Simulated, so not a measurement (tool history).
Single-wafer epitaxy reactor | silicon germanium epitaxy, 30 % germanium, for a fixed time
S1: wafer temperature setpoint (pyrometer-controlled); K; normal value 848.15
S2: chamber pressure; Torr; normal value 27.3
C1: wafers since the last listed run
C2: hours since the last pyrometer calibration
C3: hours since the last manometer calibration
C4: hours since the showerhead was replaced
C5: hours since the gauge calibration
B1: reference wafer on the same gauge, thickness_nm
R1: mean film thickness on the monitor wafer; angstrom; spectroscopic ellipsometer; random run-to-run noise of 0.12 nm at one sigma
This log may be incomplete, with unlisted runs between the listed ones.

run   hour      S1    S2   C1      C2      C3      C4     C5      B1      R1
  1      0  848.15  29.1    0    3008   948.7  5627.5  318.3  35.288  435.38
  2   12.4  841.15  25.8  217  3020.4   961.1  5639.9  330.7  35.359  373.29
  3   28.5  841.15  25.8  282  3036.5   977.2    5656  346.8  35.316  371.27
      34.5  -- gauge calibrated
  4   43.9  848.15  27.3  270  3051.9   992.6  5671.4    9.4  35.298  427.05
  5   57.6  848.15  27.3  240  3065.6  1006.3  5685.1   23.1  35.307  425.39
  6   73.8  848.15  27.3  284  3081.8  1022.5  5701.3   39.3  35.337  426.73
  7   90.3  848.15  31.5  289  3098.3    1039  5717.8   55.8  35.266  449.12
  8  103.5  848.15  31.5  231  3111.5  1052.2    5731     69  35.303  449.86
  9    112  848.15  31.5  149    3120  1060.7  5739.5   77.5    35.3  450.71
     146.4  -- showerhead replaced
 10  146.9  856.15  32.7  472  3154.9  1095.6     0.5  112.4  35.321  520.65
 11    155  838.15  25.1  142    3163  1103.7     8.6  120.5  35.318  350.34
 12  163.5  848.15  31.6  149  3171.5  1112.2    17.1    129  35.287  449.85
 13  172.7  848.15  27.3  161  3180.7  1121.4    26.3  138.2  35.329  428.03
 14  180.3  848.15  27.3  133  3188.3    1129    33.9  145.8  35.267  427.69
 15  190.3  860.15  25.3  175  3198.3    1139    43.9  155.8  35.276  508.59
 16  203.1  848.15  27.3  224  3211.1  1151.8    56.7  168.6  35.306  429.28
 17  215.3  848.15  27.3  214  3223.3    1164    68.9  180.8   35.29  427.45
 18  231.1  857.15  24.7  277  3239.1  1179.8    84.7  196.6  35.258  482.83
 19  239.1  835.15  31.2  140  3247.1  1187.8    92.7  204.6  35.277     359
 20  256.1  858.15  22.3  298  3264.1  1204.8   109.7  221.6  35.341  471.83
 21  264.1  838.15    34  140  3272.1  1212.8   117.7  229.6  35.291  389.87
 22  276.1  853.15  29.1  210  3284.1  1224.8   129.7  241.6  35.284  479.68
     298.4  -- capacitance manometer re-zeroed and calibrated
 23  298.9  848.15  27.3  259  3306.9     0.5   152.5  264.4   35.24  428.29
 24  306.2  854.15  27.3  128  3314.2     7.8   159.8  271.7   35.29  471.38
     323.1  -- pyrometer calibrated
 25  329.8  848.15  30.8  273     6.7    31.4   183.4  295.3  35.325  421.17
 26  346.1  862.15  21.3  286      23    47.7   199.7  311.6  35.289  471.52
 27  389.9  848.15  27.3  769    66.8    91.5   243.5  355.4  35.296  407.68
 28  405.8  848.15    24  279    82.7   107.4   259.4  371.3  35.309  385.74
       411  -- gauge calibrated
 29  444.1  840.15  30.9  672     121   145.7   297.7   33.1  35.304   370.2
 30  452.1  860.15  25.3  140     129   153.7   305.7   41.1  35.263  484.51
 31  462.5  852.15  20.9  182   139.4   164.1   316.1   51.5  35.275     397
 32  478.7  836.15  24.2  284   155.6   180.3   332.3   67.7   35.33   316.9
 33  493.6  833.15  33.1  261   170.5   195.2   347.2   82.6  35.225   335.5
 34  509.5  853.15  34.1  279   186.4   211.1   363.1   98.5  35.314  478.04

What was the tool's hidden state at every run in the log?
true pressure above the setpoint (%): 0, the same for each run
gauge reads high (%): 0, the same for each run
H1: wafer temperature above the value expected at the setpoint (K)
run      H1
  1    2.65
  2    2.67
  3    2.68
  4     2.7
  5    2.71
  6    2.73
  7    2.74
  8    2.76
  9    2.77
 10     2.8
 11    2.81
 12    2.82
 13    2.83
 14    2.83
 15    2.84
 16    2.86
 17    2.87
 18    2.89
 19    2.89
 20    2.91
 21    2.92
 22    2.93
 23    2.95
 24    2.96
 25  -0.355
 26  -0.339
 27  -0.295
 28  -0.279
 29   -0.24
 30  -0.232
 31  -0.222
 32  -0.205
 33   -0.19
 34  -0.174

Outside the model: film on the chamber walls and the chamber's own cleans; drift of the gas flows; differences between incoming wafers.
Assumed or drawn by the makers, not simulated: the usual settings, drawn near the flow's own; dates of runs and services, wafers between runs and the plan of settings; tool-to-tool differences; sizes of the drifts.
